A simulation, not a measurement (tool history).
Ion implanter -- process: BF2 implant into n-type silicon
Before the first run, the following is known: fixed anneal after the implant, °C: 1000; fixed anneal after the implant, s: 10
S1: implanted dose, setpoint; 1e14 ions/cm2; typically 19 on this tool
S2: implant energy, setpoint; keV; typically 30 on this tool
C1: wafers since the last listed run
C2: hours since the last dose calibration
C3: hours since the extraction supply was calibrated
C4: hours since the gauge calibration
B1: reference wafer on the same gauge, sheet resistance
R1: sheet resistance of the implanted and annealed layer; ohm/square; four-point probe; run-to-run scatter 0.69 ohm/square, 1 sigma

| run | hour | S1 | S2 | C1 | C2 | C3 | C4 | B1 | R1 |
|---|---|---|---|---|---|---|---|---|---|
| 1 | 0 | 19 | 30 | 0 | 484.2 | 3864.7 | 16.8 | 152.29 | 149.52 |
| 2 | 31.9 | 19 | 30 | 362 | 516.1 | 3896.6 | 48.7 | 152.44 | 150.73 |
| 3 | 101 | 19 | 30 | 785 | 585.2 | 3965.7 | 117.8 | 152.93 | 149.36 |
| 4 | 145.2 | 19 | 30 | 502 | 629.4 | 4009.9 | 162 | 153.23 | 149.31 |
|  | 211 | extraction supply calibrated |
| 5 | 213.3 | 19 | 30 | 682 | 697.5 | 2.3 | 230.1 | 153.63 | 150.93 |
| 6 | 257.1 | 19 | 30 | 497 | 741.3 | 46.1 | 273.9 | 153.74 | 150.6 |
|  | 322.9 | Faraday cup replaced and dose calibrated |
| 7 | 328.8 | 19 | 30 | 723 | 5.9 | 117.8 | 345.6 | 154.16 | 151.33 |
| 8 | 380.7 | 22.01 | 38 | 589 | 57.8 | 169.7 | 397.5 | 154.67 | 130.89 |
| 9 | 437.4 | 22.95 | 40.5 | 644 | 114.5 | 226.4 | 454.2 | 154.72 | 126.21 |
| 10 | 471.6 | 20.95 | 30 | 388 | 148.7 | 260.6 | 488.4 | 154.97 | 150.23 |
|  | 512.9 | gauge calibrated |
| 11 | 522.3 | 19 | 30 | 575 | 199.4 | 311.3 | 9.4 | 152.14 | 148.39 |
| 12 | 581.9 | 24.39 | 23 | 677 | 259 | 370.9 | 69 | 152.7 | 169.76 |
| 13 | 617.3 | 19 | 37 | 402 | 294.4 | 406.3 | 104.4 | 152.84 | 132.14 |
| 14 | 671.7 | 14.33 | 33 | 618 | 348.8 | 460.7 | 158.8 | 153.26 | 146.55 |

Consider 3 possible next runs. They are alternatives, not a sequence: every one starts from the tool as it was left by run 14. What does each give?
| A | 672.1 | 19 | 33.5 | 4 | 349.2 | 461.1 | 159.2 | ? | ? |
| B | 672.1 | 17.49 | 35.5 | 4 | 349.2 | 461.1 | 159.2 | ? | ? |
| C | 672.1 | 16.92 | 23.5 | 4 | 349.2 | 461.1 | 159.2 | ? | ? |

| run | B1 | R1 |
|---|---|---|
| A | 153.27 | 141.14 |
| B | 153.27 | 137.83 |
| C | 153.27 | 174.83 |
Without the tool's hidden state the same runs would have given:
| run | R1 |
|---|---|
| A | 140.01 |
| B | 136.72 |
| C | 173.43 |
